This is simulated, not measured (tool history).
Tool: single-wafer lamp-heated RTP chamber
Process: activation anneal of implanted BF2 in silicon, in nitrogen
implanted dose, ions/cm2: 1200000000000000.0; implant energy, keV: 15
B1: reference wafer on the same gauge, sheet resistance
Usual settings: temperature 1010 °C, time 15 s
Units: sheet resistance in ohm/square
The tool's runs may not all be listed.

run 1 day=0.000 | temperature=1010 time=15 | B1=206.81 | sheet_resistance=195.42
-- day=0.988 reflector plate cleaned
run 2 day=2.912 | temperature=1010 time=15 | B1=207.03 | sheet_resistance=193.99
run 3 day=3.983 | temperature=1010 time=15 | B1=207.19 | sheet_resistance=193.07
run 4 day=5.121 | temperature=1010 time=15 | B1=207.02 | sheet_resistance=192.90
run 5 day=6.742 | temperature=1010 time=15 | B1=206.96 | sheet_resistance=191.43
run 6 day=9.033 | temperature=1010 time=15 | B1=207.08 | sheet_resistance=187.78
run 7 day=11.850 | temperature=1010 time=15 | B1=206.84 | sheet_resistance=185.04
run 8 day=13.242 | temperature=1010 time=15 | B1=206.80 | sheet_resistance=182.55
-- day=14.200 pyrometer window cleaned and pyrometer calibrated
run 9 day=16.054 | temperature=1033 time=15 | B1=207.06 | sheet_resistance=163.19
run 10 day=17.162 | temperature=1033 time=15 | B1=207.10 | sheet_resistance=162.29
run 11 day=18.592 | temperature=1010 time=15 | B1=207.02 | sheet_resistance=195.04
run 12 day=21.021 | temperature=1010 time=15 | B1=206.87 | sheet_resistance=193.92
run 13 day=22.325 | temperature=1010 time=15 | B1=206.94 | sheet_resistance=191.67
run 14 day=24.892 | temperature=1010 time=15 | B1=207.11 | sheet_resistance=189.18
run 15 day=27.233 | temperature=1010 time=15 | B1=206.73 | sheet_resistance=185.32
run 16 day=28.929 | temperature=1031 time=15 | B1=207.20 | sheet_resistance=157.11
-- day=29.367 pyrometer window cleaned and pyrometer calibrated
-- day=31.112 reflector plate cleaned
run 17 day=31.133 | temperature=1031 time=15 | B1=207.03 | sheet_resistance=164.61
run 18 day=33.475 | temperature=1010 time=15 | B1=206.66 | sheet_resistance=191.39
run 19 day=35.000 | temperature=1010 time=15 | B1=206.82 | sheet_resistance=192.10
run 20 day=36.754 | temperature=982 time=21 | B1=207.05 | sheet_resistance=226.79
run 21 day=38.571 | temperature=1031 time=15 | B1=207.13 | sheet_resistance=160.01
run 22 day=40.425 | temperature=996 time=11 | B1=207.04 | sheet_resistance=219.63
run 23 day=41.783 | temperature=998 time=8 | B1=207.01 | sheet_resistance=226.10

Forecast run 24:
-- day=44.458 pyrometer window cleaned and pyrometer calibrated
run 24 day=44.479 | temperature=1032 time=23 | B1=? | sheet_resistance=?

{"run 24": {"B1": 207.32, "sheet resistance": 151.52}}
Without the tool's hidden state the same run would have given sheet resistance 151.67 ohm/square.
